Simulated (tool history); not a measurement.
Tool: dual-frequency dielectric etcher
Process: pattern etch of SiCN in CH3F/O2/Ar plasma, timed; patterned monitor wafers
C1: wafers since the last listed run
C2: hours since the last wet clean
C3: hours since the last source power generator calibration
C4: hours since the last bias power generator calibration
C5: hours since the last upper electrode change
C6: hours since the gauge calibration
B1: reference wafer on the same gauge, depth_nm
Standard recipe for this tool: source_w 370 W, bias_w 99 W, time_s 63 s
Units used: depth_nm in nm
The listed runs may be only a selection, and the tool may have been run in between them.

Run 1, hour 0: usual settings; C1 0; C2 167.7; C3 3501.9; C4 4617.2; C5 2548.5; C6 257.2; B1 26.47. Result: depth_nm 25.11 nm.
Run 2, hour 13.8: usual settings but bias_w 91 W; C1 195; C2 181.5; C3 3515.7; C4 4631; C5 2562.3; C6 271; B1 26.5. Result: depth_nm 24.65 nm.
Run 3, hour 26.8: usual settings but source_w 320 W; C1 183; C2 194.5; C3 3528.7; C4 4644; C5 2575.3; C6 284; B1 26.51. Result: depth_nm 24.01 nm.
Run 4, hour 42.3: usual settings; C1 219; C2 210; C3 3544.2; C4 4659.5; C5 2590.8; C6 299.5; B1 26.53. Result: depth_nm 25.21 nm.
Run 5, hour 56.3: usual settings; C1 197; C2 224; C3 3558.2; C4 4673.5; C5 2604.8; C6 313.5; B1 26.51. Result: depth_nm 24.92 nm.
Run 6, hour 64.6: usual settings; C1 117; C2 232.3; C3 3566.5; C4 4681.8; C5 2613.1; C6 321.8; B1 26.53. Result: depth_nm 25.28 nm.
Run 7, hour 82.4: usual settings; C1 251; C2 250.1; C3 3584.3; C4 4699.6; C5 2630.9; C6 339.6; B1 26.48. Result: depth_nm 25.13 nm.
Run 8, hour 97: usual settings; C1 206; C2 264.7; C3 3598.9; C4 4714.2; C5 2645.5; C6 354.2; B1 26.49. Result: depth_nm 25.03 nm.
Run 9, hour 108.9: usual settings; C1 168; C2 276.6; C3 3610.8; C4 4726.1; C5 2657.4; C6 366.1; B1 26.49. Result: depth_nm 25.09 nm.
Run 10, hour 125.3: usual settings; C1 231; C2 293; C3 3627.2; C4 4742.5; C5 2673.8; C6 382.5; B1 26.51. Result: depth_nm 25 nm.
Run 11, hour 143.2: usual settings but bias_w 82 W; C1 253; C2 310.9; C3 3645.1; C4 4760.4; C5 2691.7; C6 400.4; B1 26.45. Result: depth_nm 23.54 nm.
At hour 172.3: upper electrode replaced.
At hour 193.8: wet clean of the chamber.
Run 12, hour 194.3: usual settings but bias_w 82 W; C1 79; C2 0.5; C3 3696.2; C4 4811.5; C5 22; C6 451.5; B1 26.5. Result: depth_nm 24.22 nm.
Run 13, hour 194.6: usual settings but bias_w 82 W; C1 4; C2 0.8; C3 3696.5; C4 4811.8; C5 22.3; C6 451.8; B1 26.49. Result: depth_nm 24.04 nm.
Run 14, hour 194.9: usual settings; C1 4; C2 1.1; C3 3696.8; C4 4812.1; C5 22.6; C6 452.1; B1 26.54. Result: depth_nm 25.47 nm.
At hour 203.7: gauge calibrated.
Run 15, hour 209.8: usual settings; C1 210; C2 16; C3 3711.7; C4 4827; C5 37.5; C6 6.1; B1 26.52. Result: depth_nm 25.6 nm.
Run 16, hour 217.5: usual settings but source_w 450 W, bias_w 82 W, time_s 58 s; C1 108; C2 23.7; C3 3719.4; C4 4834.7; C5 45.2; C6 13.8; B1 26.48. Result: depth_nm 23.51 nm.
Run 17, hour 225.5: usual settings but source_w 280 W, time_s 58 s; C1 113; C2 31.7; C3 3727.4; C4 4842.7; C5 53.2; C6 21.8; B1 26.53. Result: depth_nm 21.61 nm.
Run 18, hour 237.1: usual settings but source_w 290 W, bias_w 75 W; C1 164; C2 43.3; C3 3739; C4 4854.3; C5 64.8; C6 33.4; B1 26.48. Result: depth_nm 21.73 nm.
At hour 242.7: source power generator calibrated.
Run 19, hour 248: usual settings but source_w 390 W, bias_w 86 W; C1 97; C2 54.2; C3 5.3; C4 4865.2; C5 75.7; C6 44.3; B1 26.46. Result: depth_nm 24.62 nm.
Run 20, hour 254.3: usual settings but source_w 430 W, bias_w 91 W; C1 89; C2 60.5; C3 11.6; C4 4871.5; C5 82; C6 50.6; B1 26.44. Result: depth_nm 25.77 nm.
Run 21, hour 279.8: usual settings but source_w 310 W, time_s 80.5 s; C1 360; C2 86; C3 37.1; C4 4897; C5 107.5; C6 76.1; B1 26.45. Result: depth_nm 30.68 nm.
Run 22, hour 291.6: usual settings but source_w 390 W, bias_w 86 W; C1 166; C2 97.8; C3 48.9; C4 4908.8; C5 119.3; C6 87.9; B1 26.54. Result: depth_nm 24.66 nm.
Run 23, hour 298.9: usual settings; C1 103; C2 105.1; C3 56.2; C4 4916.1; C5 126.6; C6 95.2; B1 26.45. Result: depth_nm 25.38 nm.
At hour 307.7: bias power generator calibrated.
Run 24, hour 308.6: usual settings but source_w 340 W, bias_w 84 W, time_s 45 s; C1 80; C2 114.8; C3 65.9; C4 0.9; C5 136.3; C6 104.9; B1 26.52. Result: depth_nm 16.66 nm.
Run 25, hour 321.6: usual settings; C1 183; C2 127.8; C3 78.9; C4 13.9; C5 149.3; C6 117.9; B1 26.51. Result: depth_nm 25.16 nm.
Run 26, hour 330.9: usual settings but source_w 320 W, bias_w 76 W, time_s 71 s; C1 131; C2 137.1; C3 88.2; C4 23.2; C5 158.6; C6 127.2; B1 26.5. Result: depth_nm 25.24 nm.
Run 27, hour 342.2: usual settings; C1 159; C2 148.4; C3 99.5; C4 34.5; C5 169.9; C6 138.5; B1 26.5. Result: depth_nm 25.06 nm.
Run 28, hour 376.6: usual settings but source_w 300 W, bias_w 113 W, time_s 50.5 s; C1 486; C2 182.8; C3 133.9; C4 68.9; C5 204.3; C6 172.9; B1 26.5. Result: depth_nm 19.75 nm.
Run 29, hour 383.2: usual settings but source_w 420 W, bias_w 116 W, time_s 68.5 s; C1 93; C2 189.4; C3 140.5; C4 75.5; C5 210.9; C6 179.5; B1 26.5. Result: depth_nm 29.88 nm.
Run 30, hour 400.4: usual settings but source_w 420 W; C1 243; C2 206.6; C3 157.7; C4 92.7; C5 228.1; C6 196.7; B1 26.45. Result: depth_nm 26.07 nm.
Run 31, hour 414.7: usual settings but source_w 450 W, bias_w 123 W; C1 202; C2 220.9; C3 172; C4 107; C5 242.4; C6 211; B1 26.53. Result: depth_nm 28.47 nm.

Measured less the same run without the tool's hidden state. The same run-to-run variation is in both; the gauge's scatter may not be:
What the log doesn't record here: etch rate over this chamber's usual, %; source power that arrives over what is set, %; bias power that arrives over what is set, %; gauge reads high (%).
run  depth_nm
  1     -0.27
  2      -0.3
  3     -0.32
  4     -0.36
  5     -0.38
  6      -0.4
  7     -0.43
  8     -0.45
  9     -0.47
 10      -0.5
 11      -0.5
 12        +0
 13        +0
 14        +0
 15     -0.03
 16     -0.04
 17     -0.05
 18     -0.07
 19      -0.1
 20     -0.11
 21     -0.19
 22     -0.17
 23     -0.19
 24     -0.14
 25     -0.23
 26     -0.25
 27     -0.26
 28     -0.25
 29      -0.4
 30     -0.39
 31     -0.45

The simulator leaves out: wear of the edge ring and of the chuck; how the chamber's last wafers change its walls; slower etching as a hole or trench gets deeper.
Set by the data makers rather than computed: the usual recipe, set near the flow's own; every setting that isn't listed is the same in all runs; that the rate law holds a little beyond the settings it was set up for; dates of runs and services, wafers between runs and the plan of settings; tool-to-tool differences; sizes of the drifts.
